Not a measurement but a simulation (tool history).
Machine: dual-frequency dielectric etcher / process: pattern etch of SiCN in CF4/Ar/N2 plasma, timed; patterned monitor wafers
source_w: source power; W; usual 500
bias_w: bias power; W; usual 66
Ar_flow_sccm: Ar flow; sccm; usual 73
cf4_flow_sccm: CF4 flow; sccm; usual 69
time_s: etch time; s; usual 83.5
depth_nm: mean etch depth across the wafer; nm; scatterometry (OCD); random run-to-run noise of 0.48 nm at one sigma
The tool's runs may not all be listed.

run	hour	source_w	bias_w	Ar_flow_sccm	cf4_flow_sccm	time_s	wafers since the last listed run	hours since the last wet clean	hours since the last source power generator calibration	hours since the last bias power generator calibration	hours since the last Ar flow controller change	hours since the last CF4 flow controller change	hours since the last upper electrode change	hours since the gauge calibration	read-back reference wafer on the same gauge, depth_nm	depth_nm
1	0.0	500	66	73	69	83.5	0	149.5	227.3	3604.7	4047.9	2264.8	276.2	155.2	82.0	80.4
2	54.7	500	66	73	69	83.5	743	204.2	282.0	3659.4	4102.6	2319.5	330.9	209.9	81.9	79.0
# hour 64.6: Ar flow controller replaced
3	95.5	450	76	73	69	92.5	472	245.0	322.8	3700.2	30.9	2360.3	371.7	250.7	81.6	81.5
4	128.4	580	66	73	69	105.5	446	277.9	355.7	3733.1	63.8	2393.2	404.6	283.6	81.5	117.7
# hour 180.5: CF4 flow controller replaced
5	197.6	500	66	73	69	83.5	858	347.1	424.9	3802.3	133.0	17.1	473.8	352.8	81.3	78.7
6	235.1	390	66	73	69	83.5	509	384.6	462.4	3839.8	170.5	54.6	511.3	390.3	81.1	59.8
7	301.6	500	53	68	74	83.5	903	451.1	528.9	3906.3	237.0	121.1	577.8	456.8	80.9	75.7
# hour 342.2: bias power generator calibrated
8	355.7	500	66	73	69	83.5	680	505.2	583.0	13.5	291.1	175.2	631.9	510.9	80.7	78.5
# hour 422.6: wet clean of the chamber
9	423.1	500	66	73	69	83.5	589	0.5	650.4	80.9	358.5	242.6	699.3	578.3	80.7	78.7
10	468.4	400	58	73	69	68.0	615	45.8	695.7	126.2	403.8	287.9	744.6	623.6	80.6	48.3

What does the tool deliver on the next run?
11	532.6	450	66	73	69	67.0	872	110.0	759.9	190.4	468.0	352.1	808.8	687.8	?	?

{"run 11": {"read-back reference wafer on the same gauge, depth_nm": 80.3, "depth_nm": 56.8}}
On a tool with no hidden condition, and with the same random variation, this run would have come out at depth_nm 58.9 nm.

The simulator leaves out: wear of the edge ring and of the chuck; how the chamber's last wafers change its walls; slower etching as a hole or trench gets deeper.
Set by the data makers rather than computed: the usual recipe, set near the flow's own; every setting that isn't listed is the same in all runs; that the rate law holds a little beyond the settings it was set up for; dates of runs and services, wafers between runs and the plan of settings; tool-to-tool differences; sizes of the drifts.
